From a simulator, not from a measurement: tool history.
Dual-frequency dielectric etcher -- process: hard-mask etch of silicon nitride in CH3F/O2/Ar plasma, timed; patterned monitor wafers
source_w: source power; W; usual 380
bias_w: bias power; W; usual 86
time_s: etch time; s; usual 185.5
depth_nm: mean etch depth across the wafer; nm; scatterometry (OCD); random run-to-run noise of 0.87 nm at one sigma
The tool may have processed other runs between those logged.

run,day,source_w,bias_w,time_s,"read-back reference wafer on the same gauge, depth_nm",depth_nm
1,0.000,380,95,185.5,166.3,147.7
2,2.488,380,86,185.5,166.2,141.7
# day 7.354: wet clean of the chamber
3,9.646,380,86,185.5,166.1,147.7
4,12.267,380,86,185.5,166.1,145.8
5,13.604,380,86,185.5,165.9,144.8
# day 15.054: upper electrode replaced
6,15.379,380,86,185.5,166.0,145.9
7,18.279,380,86,147.5,165.9,113.4
8,20.396,430,103,185.5,166.1,157.5
# day 21.338: gauge calibrated
# day 22.462: wet clean of the chamber
9,22.483,380,86,185.5,165.9,148.5
# day 23.167: source power generator calibrated
10,23.429,420,86,185.5,166.4,152.9
# day 24.517: bias power generator calibrated
11,26.238,470,68,185.5,166.5,150.3
12,28.596,380,66,185.5,165.8,134.5
13,30.358,380,86,185.5,166.2,145.2
14,31.950,380,73,168.5,166.0,123.9

Each row is a separate what-if for the run after 14, all from the same tool condition, not one after another. Results?
A,31.971,380,86,185.5,?,?
B,31.971,320,94,155.0,?,?
C,31.971,320,86,185.5,?,?
D,31.971,380,86,156.5,?,?

run,"read-back reference wafer on the same gauge, depth_nm",depth_nm
A,166.2,143.7
B,166.2,114.6
C,166.2,133.7
D,166.2,121.2
Stripped of hidden state, with their random variation kept, the same runs would have yielded:
run,depth_nm
A,149.4
B,119.1
C,139.0
D,126.0

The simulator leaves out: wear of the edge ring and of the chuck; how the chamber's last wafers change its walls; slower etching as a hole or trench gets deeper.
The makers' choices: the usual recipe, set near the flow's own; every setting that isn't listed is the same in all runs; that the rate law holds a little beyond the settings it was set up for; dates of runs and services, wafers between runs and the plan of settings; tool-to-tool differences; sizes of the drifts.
